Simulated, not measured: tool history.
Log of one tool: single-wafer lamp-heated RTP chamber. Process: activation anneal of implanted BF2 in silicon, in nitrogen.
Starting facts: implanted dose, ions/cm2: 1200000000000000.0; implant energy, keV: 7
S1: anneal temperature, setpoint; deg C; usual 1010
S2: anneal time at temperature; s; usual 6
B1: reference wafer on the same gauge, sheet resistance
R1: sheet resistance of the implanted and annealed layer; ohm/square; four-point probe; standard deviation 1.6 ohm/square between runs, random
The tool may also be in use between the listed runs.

run 1 hour=0 | S1=1010 S2=6 | B1=257.99 | R1=318.37
run 2 hour=76.8 | S1=1010 S2=6 | B1=258.27 | R1=314.65
run 3 hour=179.1 | S1=1010 S2=6 | B1=257.6 | R1=307.19
run 4 hour=269.7 | S1=1010 S2=6 | B1=258.33 | R1=302.12
run 5 hour=322.2 | S1=1010 S2=6 | B1=257.98 | R1=310.18
run 6 hour=378.5 | S1=1003 S2=6 | B1=258.13 | R1=329.01
run 7 hour=659.6 | S1=1003 S2=6 | B1=258.23 | R1=332.28
run 8 hour=696.8 | S1=1010 S2=4 | B1=258.42 | R1=339.03
run 9 hour=758.7 | S1=1010 S2=6 | B1=257.59 | R1=307.55
run 10 hour=806 | S1=1010 S2=6 | B1=258.34 | R1=306.05
run 11 hour=881.9 | S1=1022 S2=6 | B1=257.08 | R1=270.08
run 12 hour=977.5 | S1=994 S2=7 | B1=258.04 | R1=346.09
run 13 hour=1060.8 | S1=995 S2=6 | B1=257.71 | R1=366.79
run 14 hour=1168.7 | S1=1010 S2=6 | B1=257.27 | R1=310.48
run 15 hour=1270.9 | S1=1002 S2=7 | B1=258.53 | R1=317.91
run 16 hour=1373.4 | S1=991 S2=3 | B1=257.8 | R1=413.51

Missing from the log above: 7 entries noted between runs. For each, name the pair of listed runs it sits between and say how the tool's hidden condition differs from the listed run just before to the listed run just after:
In the gap between runs 4 and 5: pyrometer window cleaned and pyrometer calibrated (hour 319.1)
  true wafer temperature minus pyrometer reading, K: 5.22 -> 1.1; wafer temperature error from the tarnished reflector plate, K: 2.85 -> 3.19
  measured value less the no-hidden-state value, R1: -22.87 -> -12.12 ohm/square
In the gap between runs 6 and 7: reflector plate cleaned (hour 481.1); pyrometer window cleaned and pyrometer calibrated (hour 629)
  true wafer temperature minus pyrometer reading, K: 1.27 -> 1.51; wafer temperature error from the tarnished reflector plate, K: 3.55 -> 1.22
  measured value less the no-hidden-state value, R1: -14.01 -> -7.9 ohm/square
In the gap between runs 10 and 11: gauge calibrated (hour 836)
  true wafer temperature minus pyrometer reading, K: 2.94 -> 4.47; wafer temperature error from the tarnished reflector plate, K: 2.16 -> 2.65
  measured value less the no-hidden-state value, R1: -14.28 -> -19.16 ohm/square
In the gap between runs 11 and 12: pyrometer window cleaned and pyrometer calibrated (hour 949)
  true wafer temperature minus pyrometer reading, K: 4.47 -> 0.0605; wafer temperature error from the tarnished reflector plate, K: 2.65 -> 3.26
  measured value less the no-hidden-state value, R1: -19.16 -> -10.16 ohm/square
In the gap between runs 12 and 13: reflector plate cleaned (hour 1055.9)
  true wafer temperature minus pyrometer reading, K: 0.0605 -> 0.609; wafer temperature error from the tarnished reflector plate, K: 3.26 -> 0.253
  measured value less the no-hidden-state value, R1: -10.16 -> -2.68 ohm/square
In the gap between runs 15 and 16: pyrometer window cleaned and pyrometer calibrated (hour 1336.8)
  true wafer temperature minus pyrometer reading, K: 4.89 -> 0.788; wafer temperature error from the tarnished reflector plate, K: 1.61 -> 2.27
  measured value less the no-hidden-state value, R1: -19.02 -> -9.11 ohm/square

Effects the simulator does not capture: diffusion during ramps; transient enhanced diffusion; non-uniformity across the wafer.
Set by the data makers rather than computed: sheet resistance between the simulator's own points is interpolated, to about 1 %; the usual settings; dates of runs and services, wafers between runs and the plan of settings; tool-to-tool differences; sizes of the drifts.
